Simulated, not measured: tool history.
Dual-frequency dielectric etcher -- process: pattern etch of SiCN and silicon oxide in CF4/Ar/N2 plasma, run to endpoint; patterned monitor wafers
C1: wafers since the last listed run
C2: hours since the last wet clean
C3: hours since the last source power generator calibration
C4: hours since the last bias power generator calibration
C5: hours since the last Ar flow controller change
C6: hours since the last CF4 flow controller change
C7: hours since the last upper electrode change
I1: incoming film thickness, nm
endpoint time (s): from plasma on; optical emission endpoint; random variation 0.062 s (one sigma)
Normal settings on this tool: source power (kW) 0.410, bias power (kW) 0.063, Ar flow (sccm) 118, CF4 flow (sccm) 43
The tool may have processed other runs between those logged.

run 1 hour=0.0 | source_power_(kW)=0.410 bias_power_(kW)=0.063 Ar_flow_(sccm)=118 CF4_flow_(sccm)=43 | C1=0 C2=114.0 C3=2108.9 C4=3746.0 C5=1275.2 C6=3979.8 C7=4448.2 | I1=8.48 | endpoint_time_(s)=11.9
run 2 hour=43.9 | source_power_(kW)=0.410 bias_power_(kW)=0.063 Ar_flow_(sccm)=118 CF4_flow_(sccm)=43 | C1=825 C2=157.9 C3=2152.8 C4=3789.9 C5=1319.1 C6=4023.7 C7=4492.1 | I1=8.56 | endpoint_time_(s)=11.9
run 3 hour=111.5 | source_power_(kW)=0.410 bias_power_(kW)=0.063 Ar_flow_(sccm)=118 CF4_flow_(sccm)=43 | C1=1271 C2=225.5 C3=2220.4 C4=3857.5 C5=1386.7 C6=4091.3 C7=4559.7 | I1=8.48 | endpoint_time_(s)=12.1
-- hour=124.7 bias power generator calibrated
run 4 hour=144.1 | source_power_(kW)=0.410 bias_power_(kW)=0.063 Ar_flow_(sccm)=118 CF4_flow_(sccm)=43 | C1=538 C2=258.1 C3=2253.0 C4=19.4 C5=1419.3 C6=4123.9 C7=4592.3 | I1=8.48 | endpoint_time_(s)=12.1
run 5 hour=186.2 | source_power_(kW)=0.410 bias_power_(kW)=0.063 Ar_flow_(sccm)=118 CF4_flow_(sccm)=43 | C1=792 C2=300.2 C3=2295.1 C4=61.5 C5=1461.4 C6=4166.0 C7=4634.4 | I1=8.45 | endpoint_time_(s)=12.2
run 6 hour=237.4 | source_power_(kW)=0.410 bias_power_(kW)=0.063 Ar_flow_(sccm)=118 CF4_flow_(sccm)=43 | C1=963 C2=351.4 C3=2346.3 C4=112.7 C5=1512.6 C6=4217.2 C7=4685.6 | I1=8.48 | endpoint_time_(s)=12.4
-- hour=256.6 CF4 flow controller replaced
run 7 hour=266.2 | source_power_(kW)=0.410 bias_power_(kW)=0.063 Ar_flow_(sccm)=131 CF4_flow_(sccm)=43 | C1=428 C2=380.2 C3=2375.1 C4=141.5 C5=1541.4 C6=9.6 C7=4714.4 | I1=8.40 | endpoint_time_(s)=12.4
run 8 hour=291.8 | source_power_(kW)=0.410 bias_power_(kW)=0.063 Ar_flow_(sccm)=118 CF4_flow_(sccm)=43 | C1=481 C2=405.8 C3=2400.7 C4=167.1 C5=1567.0 C6=35.2 C7=4740.0 | I1=8.56 | endpoint_time_(s)=12.5
-- hour=329.4 source power generator calibrated
run 9 hour=334.6 | source_power_(kW)=0.370 bias_power_(kW)=0.063 Ar_flow_(sccm)=118 CF4_flow_(sccm)=36 | C1=729 C2=448.6 C3=5.2 C4=209.9 C5=1609.8 C6=78.0 C7=4782.8 | I1=8.40 | endpoint_time_(s)=14.2
-- hour=376.3 wet clean of the chamber
-- hour=388.9 upper electrode replaced
run 10 hour=389.4 | source_power_(kW)=0.350 bias_power_(kW)=0.056 Ar_flow_(sccm)=118 CF4_flow_(sccm)=43 | C1=343 C2=13.1 C3=60.0 C4=264.7 C5=1664.6 C6=132.8 C7=0.5 | I1=8.40 | endpoint_time_(s)=14.2
-- hour=425.3 Ar flow controller replaced
run 11 hour=425.8 | source_power_(kW)=0.350 bias_power_(kW)=0.074 Ar_flow_(sccm)=105 CF4_flow_(sccm)=43 | C1=571 C2=49.5 C3=96.4 C4=301.1 C5=0.5 C6=169.2 C7=36.9 | I1=8.44 | endpoint_time_(s)=12.6
run 12 hour=479.5 | source_power_(kW)=0.320 bias_power_(kW)=0.048 Ar_flow_(sccm)=104 CF4_flow_(sccm)=49 | C1=1010 C2=103.2 C3=150.1 C4=354.8 C5=54.2 C6=222.9 C7=90.6 | I1=8.43 | endpoint_time_(s)=16.0
run 13 hour=526.7 | source_power_(kW)=0.360 bias_power_(kW)=0.063 Ar_flow_(sccm)=106 CF4_flow_(sccm)=51 | C1=888 C2=150.4 C3=197.3 C4=402.0 C5=101.4 C6=270.1 C7=137.8 | I1=8.59 | endpoint_time_(s)=12.9
run 14 hour=561.2 | source_power_(kW)=0.380 bias_power_(kW)=0.052 Ar_flow_(sccm)=93 CF4_flow_(sccm)=36 | C1=649 C2=184.9 C3=231.8 C4=436.5 C5=135.9 C6=304.6 C7=172.3 | I1=8.47 | endpoint_time_(s)=13.6
run 15 hour=595.8 | source_power_(kW)=0.490 bias_power_(kW)=0.076 Ar_flow_(sccm)=90 CF4_flow_(sccm)=38 | C1=650 C2=219.5 C3=266.4 C4=471.1 C5=170.5 C6=339.2 C7=206.9 | I1=8.49 | endpoint_time_(s)=8.9
run 16 hour=621.4 | source_power_(kW)=0.510 bias_power_(kW)=0.058 Ar_flow_(sccm)=135 CF4_flow_(sccm)=53 | C1=481 C2=245.1 C3=292.0 C4=496.7 C5=196.1 C6=364.8 C7=232.5 | I1=8.46 | endpoint_time_(s)=9.5
run 17 hour=667.9 | source_power_(kW)=0.410 bias_power_(kW)=0.059 Ar_flow_(sccm)=143 CF4_flow_(sccm)=43 | C1=874 C2=291.6 C3=338.5 C4=543.2 C5=242.6 C6=411.3 C7=279.0 | I1=8.53 | endpoint_time_(s)=12.7
run 18 hour=705.6 | source_power_(kW)=0.350 bias_power_(kW)=0.072 Ar_flow_(sccm)=140 CF4_flow_(sccm)=50 | C1=709 C2=329.3 C3=376.2 C4=580.9 C5=280.3 C6=449.0 C7=316.7 | I1=8.50 | endpoint_time_(s)=13.5
run 19 hour=740.9 | source_power_(kW)=0.340 bias_power_(kW)=0.063 Ar_flow_(sccm)=97 CF4_flow_(sccm)=48 | C1=664 C2=364.6 C3=411.5 C4=616.2 C5=315.6 C6=484.3 C7=352.0 | I1=8.53 | endpoint_time_(s)=14.0
-- hour=778.3 wet clean of the chamber
run 20 hour=811.2 | source_power_(kW)=0.410 bias_power_(kW)=0.063 Ar_flow_(sccm)=145 CF4_flow_(sccm)=43 | C1=871 C2=32.9 C3=481.8 C4=686.5 C5=385.9 C6=554.6 C7=422.3 | I1=8.38 | endpoint_time_(s)=11.9
run 21 hour=881.5 | source_power_(kW)=0.410 bias_power_(kW)=0.063 Ar_flow_(sccm)=118 CF4_flow_(sccm)=43 | C1=1322 C2=103.2 C3=552.1 C4=756.8 C5=456.2 C6=624.9 C7=492.6 | I1=8.45 | endpoint_time_(s)=11.6
run 22 hour=917.3 | source_power_(kW)=0.340 bias_power_(kW)=0.063 Ar_flow_(sccm)=132 CF4_flow_(sccm)=43 | C1=673 C2=139.0 C3=587.9 C4=792.6 C5=492.0 C6=660.7 C7=528.4 | I1=8.54 | endpoint_time_(s)=14.9
run 23 hour=986.7 | source_power_(kW)=0.410 bias_power_(kW)=0.063 Ar_flow_(sccm)=94 CF4_flow_(sccm)=43 | C1=1305 C2=208.4 C3=657.3 C4=862.0 C5=561.4 C6=730.1 C7=597.8 | I1=8.47 | endpoint_time_(s)=11.4
run 24 hour=1016.1 | source_power_(kW)=0.460 bias_power_(kW)=0.063 Ar_flow_(sccm)=133 CF4_flow_(sccm)=50 | C1=553 C2=237.8 C3=686.7 C4=891.4 C5=590.8 C6=759.5 C7=627.2 | I1=8.55 | endpoint_time_(s)=10.4

Run 25 has not been measured yet. What should we expect?
run 25 hour=1067.1 | source_power_(kW)=0.410 bias_power_(kW)=0.063 Ar_flow_(sccm)=118 CF4_flow_(sccm)=43 | C1=959 C2=288.8 C3=737.7 C4=942.4 C5=641.8 C6=810.5 C7=678.2 | I1=8.47 | endpoint_time_(s)=?

endpoint time (s): 11.8
If the tool had no hidden condition, the same run with the same run-to-run variation would have returned endpoint time (s) 11.2.
